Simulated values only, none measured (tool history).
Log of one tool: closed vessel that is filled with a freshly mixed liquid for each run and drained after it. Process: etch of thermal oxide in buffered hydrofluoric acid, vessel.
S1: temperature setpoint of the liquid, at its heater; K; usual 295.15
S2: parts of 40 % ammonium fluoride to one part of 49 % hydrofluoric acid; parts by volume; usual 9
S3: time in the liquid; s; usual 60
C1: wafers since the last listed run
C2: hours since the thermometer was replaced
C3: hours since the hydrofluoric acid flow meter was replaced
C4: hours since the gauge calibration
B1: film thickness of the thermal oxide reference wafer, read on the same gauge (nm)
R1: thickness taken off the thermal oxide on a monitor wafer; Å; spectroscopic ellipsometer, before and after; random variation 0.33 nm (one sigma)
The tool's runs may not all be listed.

{"run": 1, "hour": 0.0, "S1": 295.15, "S2": 9, "S3": 70, "C1": 0, "C2": 213.2, "C3": 1301.1, "C4": 692.4, "B1": 139.97, "R1": 721.2}
{"run": 2, "hour": 41.5, "S1": 295.15, "S2": 9, "S3": 70, "C1": 4370, "C2": 254.7, "C3": 1342.6, "C4": 733.9, "B1": 140.03, "R1": 723}
{"run": 3, "hour": 96.1, "S1": 295.15, "S2": 9, "S3": 60, "C1": 5750, "C2": 309.3, "C3": 1397.2, "C4": 788.5, "B1": 140.02, "R1": 611.7}
{"run": 4, "hour": 157.7, "S1": 295.15, "S2": 9, "S3": 60, "C1": 6487, "C2": 370.9, "C3": 1458.8, "C4": 850.1, "B1": 140.02, "R1": 614.1}
{"run": 5, "hour": 190.1, "S1": 295.15, "S2": 9, "S3": 60, "C1": 3412, "C2": 403.3, "C3": 1491.2, "C4": 882.5, "B1": 140, "R1": 614.3}
{"run": 6, "hour": 252.8, "S1": 295.15, "S2": 6.5, "S3": 60, "C1": 6603, "C2": 466, "C3": 1553.9, "C4": 945.2, "B1": 140.06, "R1": 853.1}
{"run": 7, "hour": 322.7, "S1": 295.15, "S2": 9, "S3": 60, "C1": 7361, "C2": 535.9, "C3": 1623.8, "C4": 1015.1, "B1": 139.99, "R1": 605.2}
{"run": 8, "hour": 378.5, "S1": 295.15, "S2": 9, "S3": 60, "C1": 5876, "C2": 591.7, "C3": 1679.6, "C4": 1070.9, "B1": 140.03, "R1": 605.3}
{"run": 9, "hour": 444.0, "S1": 295.15, "S2": 10, "S3": 60, "C1": 6897, "C2": 657.2, "C3": 1745.1, "C4": 1136.4, "B1": 139.99, "R1": 563.2}
{"run": 10, "hour": 508.4, "S1": 295.15, "S2": 10, "S3": 60, "C1": 6782, "C2": 721.6, "C3": 1809.5, "C4": 1200.8, "B1": 140.04, "R1": 557.6}
{"run": 11, "hour": 540.3, "S1": 295.15, "S2": 10, "S3": 60, "C1": 3359, "C2": 753.5, "C3": 1841.4, "C4": 1232.7, "B1": 140.03, "R1": 557.5}
{"hour": 554.0, "done": "hydrofluoric acid flow meter replaced"}
{"run": 12, "hour": 599.0, "S1": 291.65, "S2": 9, "S3": 60, "C1": 6076, "C2": 812.2, "C3": 45, "C4": 1291.4, "B1": 139.99, "R1": 486.1}
{"run": 13, "hour": 643.4, "S1": 295.15, "S2": 9, "S3": 60, "C1": 4675, "C2": 856.6, "C3": 89.4, "C4": 1335.8, "B1": 140.06, "R1": 593.4}
{"hour": 675.2, "done": "gauge calibrated"}
{"run": 14, "hour": 691.8, "S1": 295.15, "S2": 9, "S3": 60, "C1": 5097, "C2": 905, "C3": 137.8, "C4": 16.6, "B1": 139.99, "R1": 591.5}
{"hour": 705.4, "done": "thermometer replaced"}
{"run": 15, "hour": 757.1, "S1": 295.15, "S2": 9, "S3": 60, "C1": 6771, "C2": 51.7, "C3": 203.1, "C4": 81.9, "B1": 140, "R1": 554.8}
{"run": 16, "hour": 807.8, "S1": 292.15, "S2": 10, "S3": 70, "C1": 5339, "C2": 102.4, "C3": 253.8, "C4": 132.6, "B1": 139.99, "R1": 506.4}
{"run": 17, "hour": 858.9, "S1": 297.65, "S2": 12.5, "S3": 30, "C1": 5381, "C2": 153.5, "C3": 304.9, "C4": 183.7, "B1": 140, "R1": 237.6}
{"run": 18, "hour": 898.0, "S1": 290.15, "S2": 12.5, "S3": 70, "C1": 4117, "C2": 192.6, "C3": 344, "C4": 222.8, "B1": 140.01, "R1": 364.5}
{"run": 19, "hour": 962.0, "S1": 297.65, "S2": 9, "S3": 60, "C1": 6740, "C2": 256.6, "C3": 408, "C4": 286.8, "B1": 139.96, "R1": 629.2}
{"run": 20, "hour": 1032.5, "S1": 299.65, "S2": 12.5, "S3": 60, "C1": 7424, "C2": 327.1, "C3": 478.5, "C4": 357.3, "B1": 140.06, "R1": 527.9}
{"run": 21, "hour": 1069.4, "S1": 295.15, "S2": 9, "S3": 60, "C1": 3886, "C2": 364, "C3": 515.4, "C4": 394.2, "B1": 140.03, "R1": 535.6}
{"run": 22, "hour": 1110.0, "S1": 295.15, "S2": 6.5, "S3": 70, "C1": 4275, "C2": 404.6, "C3": 556, "C4": 434.8, "B1": 139.96, "R1": 874.9}
{"run": 23, "hour": 1176.7, "S1": 295.15, "S2": 9, "S3": 90, "C1": 7024, "C2": 471.3, "C3": 622.7, "C4": 501.5, "B1": 140.04, "R1": 807.8}
{"hour": 1198.6, "done": "thermometer replaced, repeated, since the last time left the tool worse"}
{"run": 24, "hour": 1239.0, "S1": 297.15, "S2": 9, "S3": 60, "C1": 6455, "C2": 40.4, "C3": 685, "C4": 563.8, "B1": 140, "R1": 698.3}
{"run": 25, "hour": 1305.4, "S1": 295.15, "S2": 7, "S3": 35, "C1": 6992, "C2": 106.8, "C3": 751.4, "C4": 630.2, "B1": 139.96, "R1": 483.5}
{"run": 26, "hour": 1364.7, "S1": 295.15, "S2": 6, "S3": 30, "C1": 6245, "C2": 166.1, "C3": 810.7, "C4": 689.5, "B1": 140.04, "R1": 468.5}
{"run": 27, "hour": 1401.7, "S1": 295.15, "S2": 9, "S3": 60, "C1": 3896, "C2": 203.1, "C3": 847.7, "C4": 726.5, "B1": 139.97, "R1": 621.5}
{"run": 28, "hour": 1442.7, "S1": 295.15, "S2": 9, "S3": 40, "C1": 4317, "C2": 244.1, "C3": 888.7, "C4": 767.5, "B1": 139.97, "R1": 413.3}
{"run": 29, "hour": 1508.6, "S1": 291.15, "S2": 9, "S3": 80, "C1": 6940, "C2": 310, "C3": 954.6, "C4": 833.4, "B1": 140.03, "R1": 655.8}
{"run": 30, "hour": 1537.8, "S1": 295.15, "S2": 9, "S3": 60, "C1": 3075, "C2": 339.2, "C3": 983.8, "C4": 862.6, "B1": 140.03, "R1": 611.9}
{"run": 31, "hour": 1594.3, "S1": 295.15, "S2": 11, "S3": 70, "C1": 5950, "C2": 395.7, "C3": 1040.3, "C4": 919.1, "B1": 139.97, "R1": 607.8}
{"run": 32, "hour": 1655.9, "S1": 295.15, "S2": 7, "S3": 60, "C1": 6487, "C2": 457.3, "C3": 1101.9, "C4": 980.7, "B1": 139.98, "R1": 798.4}
{"run": 33, "hour": 1684.0, "S1": 295.15, "S2": 8, "S3": 60, "C1": 2959, "C2": 485.4, "C3": 1130, "C4": 1008.8, "B1": 140.01, "R1": 688.5}
{"run": 34, "hour": 1753.4, "S1": 295.15, "S2": 9, "S3": 60, "C1": 7308, "C2": 554.8, "C3": 1199.4, "C4": 1078.2, "B1": 139.98, "R1": 601.9}

Forecast each of these 3 alternatives for the next run:
{"run": "A", "hour": 1754.1, "S1": 298.15, "S2": 9, "S3": 60, "C1": 73, "C2": 555.5, "C3": 1200.1, "C4": 1078.9, "B1": "?", "R1": "?"}
{"run": "B", "hour": 1754.1, "S1": 291.15, "S2": 12.5, "S3": 30, "C1": 73, "C2": 555.5, "C3": 1200.1, "C4": 1078.9, "B1": "?", "R1": "?"}
{"run": "C", "hour": 1754.1, "S1": 295.15, "S2": 8, "S3": 80, "C1": 73, "C2": 555.5, "C3": 1200.1, "C4": 1078.9, "B1": "?", "R1": "?"}

run=A B1=140.03 R1=712.1
run=B B1=140.03 R1=181.3
run=C B1=140.03 R1=914.7
Without the tool's hidden state the same runs would have given:
run=A R1=751.8
run=B R1=191.9
run=C R1=966.8
